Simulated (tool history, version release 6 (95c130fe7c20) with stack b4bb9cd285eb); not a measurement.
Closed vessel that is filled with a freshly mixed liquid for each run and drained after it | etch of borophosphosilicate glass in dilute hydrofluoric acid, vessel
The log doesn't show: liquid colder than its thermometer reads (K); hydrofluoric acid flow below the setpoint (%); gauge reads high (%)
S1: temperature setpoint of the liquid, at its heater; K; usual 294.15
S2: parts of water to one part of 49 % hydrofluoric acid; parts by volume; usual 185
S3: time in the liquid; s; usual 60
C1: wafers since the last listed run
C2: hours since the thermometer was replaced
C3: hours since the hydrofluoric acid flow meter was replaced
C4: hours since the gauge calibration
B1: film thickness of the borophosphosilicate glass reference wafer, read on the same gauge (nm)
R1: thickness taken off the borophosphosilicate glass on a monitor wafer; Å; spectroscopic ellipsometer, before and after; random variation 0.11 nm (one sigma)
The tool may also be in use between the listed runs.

run 1 hour=0 | S1=294.15 S2=210 S3=60 | C1=0 C2=1003 C3=397.6 C4=30.4 | B1=39.98 | R1=106.6
run 2 hour=10.4 | S1=297.15 S2=185 S3=60 | C1=652 C2=1013.4 C3=408 C4=40.8 | B1=39.99 | R1=139.4
run 3 hour=34.2 | S1=297.15 S2=185 S3=60 | C1=1492 C2=1037.2 C3=431.8 C4=64.6 | B1=40 | R1=138.2
run 4 hour=45.2 | S1=297.15 S2=185 S3=60 | C1=689 C2=1048.2 C3=442.8 C4=75.6 | B1=40.03 | R1=138.9
run 5 hour=53.7 | S1=290.65 S2=240 S3=60 | C1=533 C2=1056.7 C3=451.3 C4=84.1 | B1=39.99 | R1=78.8
run 6 hour=62.1 | S1=294.15 S2=185 S3=60 | C1=526 C2=1065.1 C3=459.7 C4=92.5 | B1=40.04 | R1=123
run 7 hour=75.4 | S1=294.15 S2=185 S3=60 | C1=834 C2=1078.4 C3=473 C4=105.8 | B1=39.98 | R1=124
run 8 hour=81.6 | S1=294.15 S2=185 S3=60 | C1=388 C2=1084.6 C3=479.2 C4=112 | B1=40.05 | R1=122
run 9 hour=96 | S1=294.15 S2=185 S3=60 | C1=902 C2=1099 C3=493.6 C4=126.4 | B1=39.99 | R1=122.9
-- hour=107.5 hydrofluoric acid flow meter replaced
run 10 hour=113.1 | S1=294.15 S2=185 S3=60 | C1=1009 C2=1116.1 C3=5.6 C4=143.5 | B1=40.01 | R1=141.1
run 11 hour=120.2 | S1=294.15 S2=185 S3=60 | C1=445 C2=1123.2 C3=12.7 C4=150.6 | B1=40 | R1=140.8
-- hour=132.9 thermometer replaced
run 12 hour=134.3 | S1=294.15 S2=145 S3=60 | C1=821 C2=1.4 C3=26.8 C4=164.7 | B1=40.01 | R1=186.3
run 13 hour=141 | S1=294.15 S2=215 S3=85 | C1=420 C2=8.1 C3=33.5 C4=171.4 | B1=39.99 | R1=168.4
run 14 hour=151.4 | S1=295.65 S2=185 S3=30 | C1=652 C2=18.5 C3=43.9 C4=181.8 | B1=40.02 | R1=73.5
run 15 hour=165.4 | S1=294.15 S2=185 S3=60 | C1=877 C2=32.5 C3=57.9 C4=195.8 | B1=40.04 | R1=138.2
run 16 hour=175.8 | S1=292.15 S2=185 S3=75 | C1=652 C2=42.9 C3=68.3 C4=206.2 | B1=39.97 | R1=159.9
-- hour=191.8 gauge calibrated
run 17 hour=193.6 | S1=294.15 S2=135 S3=85 | C1=1116 C2=60.7 C3=86.1 C4=1.8 | B1=39.99 | R1=279.7
run 18 hour=206.8 | S1=294.15 S2=230 S3=35 | C1=827 C2=73.9 C3=99.3 C4=15 | B1=40 | R1=61.5
run 19 hour=220.9 | S1=298.15 S2=185 S3=75 | C1=884 C2=88 C3=113.4 C4=29.1 | B1=39.98 | R1=199.2
run 20 hour=236.1 | S1=294.15 S2=185 S3=60 | C1=953 C2=103.2 C3=128.6 C4=44.3 | B1=39.97 | R1=135.8
run 21 hour=250.6 | S1=292.65 S2=235 S3=95 | C1=909 C2=117.7 C3=143.1 C4=58.8 | B1=39.99 | R1=152.4
run 22 hour=257.4 | S1=290.15 S2=160 S3=60 | C1=426 C2=124.5 C3=149.9 C4=65.6 | B1=40.02 | R1=138
run 23 hour=263.5 | S1=290.15 S2=275 S3=60 | C1=382 C2=130.6 C3=156 C4=71.7 | B1=40 | R1=72.3
run 24 hour=278.6 | S1=298.65 S2=275 S3=30 | C1=946 C2=145.7 C3=171.1 C4=86.8 | B1=40.01 | R1=48.3
run 25 hour=295.7 | S1=294.15 S2=150 S3=60 | C1=1072 C2=162.8 C3=188.2 C4=103.9 | B1=40 | R1=172.3

3 ways to go on from here, each from the tool as it stands after run 25. What would each give?
run A hour=296.4 | S1=294.15 S2=115 S3=60 | C1=43 C2=163.5 C3=188.9 C4=104.6 | B1=? | R1=?
run B hour=296.4 | S1=292.15 S2=215 S3=75 | C1=43 C2=163.5 C3=188.9 C4=104.6 | B1=? | R1=?
run C hour=296.4 | S1=299.15 S2=120 S3=60 | C1=43 C2=163.5 C3=188.9 C4=104.6 | B1=? | R1=?

run=A B1=40.02 R1=230.8
run=B B1=40.02 R1=128.3
run=C B1=40.02 R1=267.4
Without the tool's hidden state the same runs would have given:
run=A R1=243
run=B R1=135.5
run=C R1=281.8
